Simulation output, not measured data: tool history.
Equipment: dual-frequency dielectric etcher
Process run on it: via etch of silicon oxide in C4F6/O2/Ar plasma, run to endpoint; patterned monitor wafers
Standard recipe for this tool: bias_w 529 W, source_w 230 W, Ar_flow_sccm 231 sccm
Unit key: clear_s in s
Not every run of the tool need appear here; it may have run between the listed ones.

run	hour	bias_w	source_w	Ar_flow_sccm	wafers since the last listed run	hours since the last wet clean	hours since the last bias power generator calibration	hours since the last source power generator calibration	hours since the last Ar flow controller change	hours since the last upper electrode change	incoming incoming film thickness, nm	clear_s
1	0.0	529	230	231	0	191.4	4135.9	1935.1	4116.5	3667.3	76.5	20.2
2	11.7	529	230	231	169	203.1	4147.6	1946.8	4128.2	3679.0	76.8	20.2
# hour 19.1: bias power generator calibrated
3	24.7	529	230	231	130	216.1	5.6	1959.8	4141.2	3692.0	77.6	20.5
4	42.3	529	190	231	255	233.7	23.2	1977.4	4158.8	3709.6	76.6	21.4
5	55.6	529	190	231	192	247.0	36.5	1990.7	4172.1	3722.9	77.2	21.8
6	69.8	529	190	231	205	261.2	50.7	2004.9	4186.3	3737.1	76.5	21.6
7	101.6	566	230	191	461	293.0	82.5	2036.7	4218.1	3768.9	77.5	19.7
8	114.2	529	250	231	182	305.6	95.1	2049.3	4230.7	3781.5	76.9	19.6
9	125.0	478	280	203	156	316.4	105.9	2060.1	4241.5	3792.3	76.8	19.3
10	136.7	529	230	231	169	328.1	117.6	2071.8	4253.2	3804.0	76.7	20.0
11	153.6	529	280	231	245	345.0	134.5	2088.7	4270.1	3820.9	77.1	18.8
# hour 190.2: wet clean of the chamber
# hour 212.7: upper electrode replaced
12	213.2	529	280	231	191	23.0	194.1	2148.3	4329.7	0.5	76.8	19.0
13	213.5	529	230	176	4	23.3	194.4	2148.6	4330.0	0.8	77.2	19.8
14	213.8	584	230	289	4	23.6	194.7	2148.9	4330.3	1.1	77.6	20.5
15	214.1	657	210	231	4	23.9	195.0	2149.2	4330.6	1.4	77.2	19.4
# hour 218.4: source power generator calibrated
16	218.9	602	170	178	11	28.7	199.8	0.5	4335.4	6.2	77.2	21.4
# hour 225.4: Ar flow controller replaced
17	230.6	529	230	231	82	40.4	211.5	12.2	5.2	17.9	76.3	20.4
18	246.6	611	190	231	231	56.4	227.5	28.2	21.2	33.9	77.3	21.0
19	259.1	654	280	214	181	68.9	240.0	40.7	33.7	46.4	77.2	17.4
20	276.3	529	200	231	249	86.1	257.2	57.9	50.9	63.6	76.3	21.2
21	290.5	607	280	231	205	100.3	271.4	72.1	65.1	77.8	77.1	18.1
22	301.8	435	210	231	163	111.6	282.7	83.4	76.4	89.1	78.8	23.1
23	316.5	660	230	277	213	126.3	297.4	98.1	91.1	103.8	76.7	18.9
24	322.9	529	180	193	92	132.7	303.8	104.5	97.5	110.2	78.1	22.2
25	362.1	449	230	265	568	171.9	343.0	143.7	136.7	149.4	76.3	21.5
26	373.5	529	230	231	165	183.3	354.4	155.1	148.1	160.8	76.2	19.9
27	385.9	529	180	207	179	195.7	366.8	167.5	160.5	173.2	77.7	21.8
28	438.1	529	230	231	756	247.9	419.0	219.7	212.7	225.4	76.9	19.8
29	454.1	609	230	231	231	263.9	435.0	235.7	228.7	241.4	77.3	19.0

Branching from run 29: 4 alternative next runs. What would each branch give?
A	454.5	529	230	231	5	264.3	435.4	236.1	229.1	241.8	75.9	?
B	454.5	651	260	194	5	264.3	435.4	236.1	229.1	241.8	75.9	?
C	454.5	529	270	199	5	264.3	435.4	236.1	229.1	241.8	75.9	?
D	454.5	642	170	231	5	264.3	435.4	236.1	229.1	241.8	75.9	?

run	clear_s
A	19.6
B	17.1
C	18.2
D	20.3
Without the tool's hidden state the same runs would have given:
run	clear_s
A	20.2
B	17.7
C	18.8
D	21.1
